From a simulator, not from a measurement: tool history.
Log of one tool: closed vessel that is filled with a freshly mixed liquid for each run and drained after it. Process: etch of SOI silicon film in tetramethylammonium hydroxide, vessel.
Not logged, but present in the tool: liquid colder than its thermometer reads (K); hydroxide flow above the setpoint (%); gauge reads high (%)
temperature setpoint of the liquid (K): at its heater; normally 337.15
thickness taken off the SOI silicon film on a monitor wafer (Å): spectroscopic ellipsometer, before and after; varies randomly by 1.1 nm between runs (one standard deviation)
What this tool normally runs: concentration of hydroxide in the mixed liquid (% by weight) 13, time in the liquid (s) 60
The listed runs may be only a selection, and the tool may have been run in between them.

| run | hour | temperature setpoint of the liquid (K) | concentration of hydroxide in the mixed liquid (% by weight) | time in the liquid (s) | wafers since the last listed run | hours since the thermometer was replaced | hours since the hydroxide flow meter was replaced | hours since the gauge calibration | read-back film thickness of the SOI silicon film reference wafer, read on the same gauge (nm) | thickness taken off the SOI silicon film on a monitor wafer (Å) |
|---|---|---|---|---|---|---|---|---|---|---|
| 1 | 0 | 337.15 | 13 | 60 | 0 | 2271.8 | 1592.5 | 360.9 | 150.01 | 2376.2 |
| 2 | 69.5 | 337.15 | 13 | 60 | 7779 | 2341.3 | 1662 | 430.4 | 150.01 | 2368.6 |
| 3 | 116.7 | 337.15 | 13 | 50 | 5283 | 2388.5 | 1709.2 | 477.6 | 150.02 | 1972.6 |
| 4 | 188.3 | 337.15 | 13 | 50 | 8014 | 2460.1 | 1780.8 | 549.2 | 149.98 | 1963.7 |
| 5 | 217.2 | 337.15 | 13 | 50 | 3234 | 2489 | 1809.7 | 578.1 | 149.96 | 1951.5 |
| 6 | 247.2 | 337.15 | 13 | 60 | 3357 | 2519 | 1839.7 | 608.1 | 150.01 | 2323.8 |
| 7 | 312.1 | 337.15 | 13 | 60 | 7264 | 2583.9 | 1904.6 | 673 | 149.96 | 2321.7 |
|  | 335.8 | thermometer replaced |
| 8 | 346.7 | 337.15 | 13 | 60 | 3760 | 10.9 | 1939.2 | 707.6 | 150.02 | 2684.9 |
| 9 | 394.5 | 343.15 | 9.5 | 70 | 5350 | 58.7 | 1987 | 755.4 | 150.01 | 5132.4 |
|  | 450.6 | gauge calibrated |
| 10 | 457.3 | 337.15 | 13 | 60 | 7029 | 121.5 | 2049.8 | 6.7 | 150 | 2653 |
| 11 | 487.4 | 337.15 | 14.5 | 40 | 3369 | 151.6 | 2079.9 | 36.8 | 149.99 | 1685.1 |
| 12 | 542 | 337.15 | 13 | 60 | 6111 | 206.2 | 2134.5 | 91.4 | 150 | 2643.9 |
|  | 570.3 | hydroxide flow meter replaced |
| 13 | 611.3 | 333.15 | 13 | 30 | 7644 | 275.5 | 41 | 160.7 | 150 | 1077.4 |
| 14 | 675.2 | 337.15 | 13 | 60 | 7152 | 339.4 | 104.9 | 224.6 | 150.03 | 2754.7 |
| 15 | 709.8 | 333.65 | 15 | 90 | 3872 | 374 | 139.5 | 259.2 | 149.97 | 3081.6 |
| 16 | 737.1 | 334.65 | 15 | 30 | 3055 | 401.3 | 166.8 | 286.5 | 149.98 | 1090.4 |
| 17 | 839.6 | 332.15 | 9 | 75 | 11472 | 503.8 | 269.3 | 389 | 150.01 | 2870.9 |

Branching from run 17: 5 alternative next runs. What would each branch give?
| A | 840.3 | 337.15 | 9.5 | 60 | 78 | 504.5 | 270 | 389.7 | ? | ? |
| B | 840.3 | 343.65 | 9 | 35 | 78 | 504.5 | 270 | 389.7 | ? | ? |
| C | 840.3 | 337.15 | 13 | 90 | 78 | 504.5 | 270 | 389.7 | ? | ? |
| D | 840.3 | 342.65 | 13 | 40 | 78 | 504.5 | 270 | 389.7 | ? | ? |
| E | 840.3 | 333.15 | 10 | 60 | 78 | 504.5 | 270 | 389.7 | ? | ? |

| run | read-back film thickness of the SOI silicon film reference wafer, read on the same gauge (nm) | thickness taken off the SOI silicon film on a monitor wafer (Å) |
|---|---|---|
| A | 150.01 | 3082.6 |
| B | 150.01 | 2710.5 |
| C | 150.01 | 4091.8 |
| D | 150.01 | 2530.6 |
| E | 150.01 | 2361.3 |
Without the tool's unlogged condition, the same runs would have read:
| run | thickness taken off the SOI silicon film on a monitor wafer (Å) |
|---|---|
| A | 3238.5 |
| B | 2841.5 |
| C | 4305.1 |
| D | 2659.1 |
| E | 2479.6 |

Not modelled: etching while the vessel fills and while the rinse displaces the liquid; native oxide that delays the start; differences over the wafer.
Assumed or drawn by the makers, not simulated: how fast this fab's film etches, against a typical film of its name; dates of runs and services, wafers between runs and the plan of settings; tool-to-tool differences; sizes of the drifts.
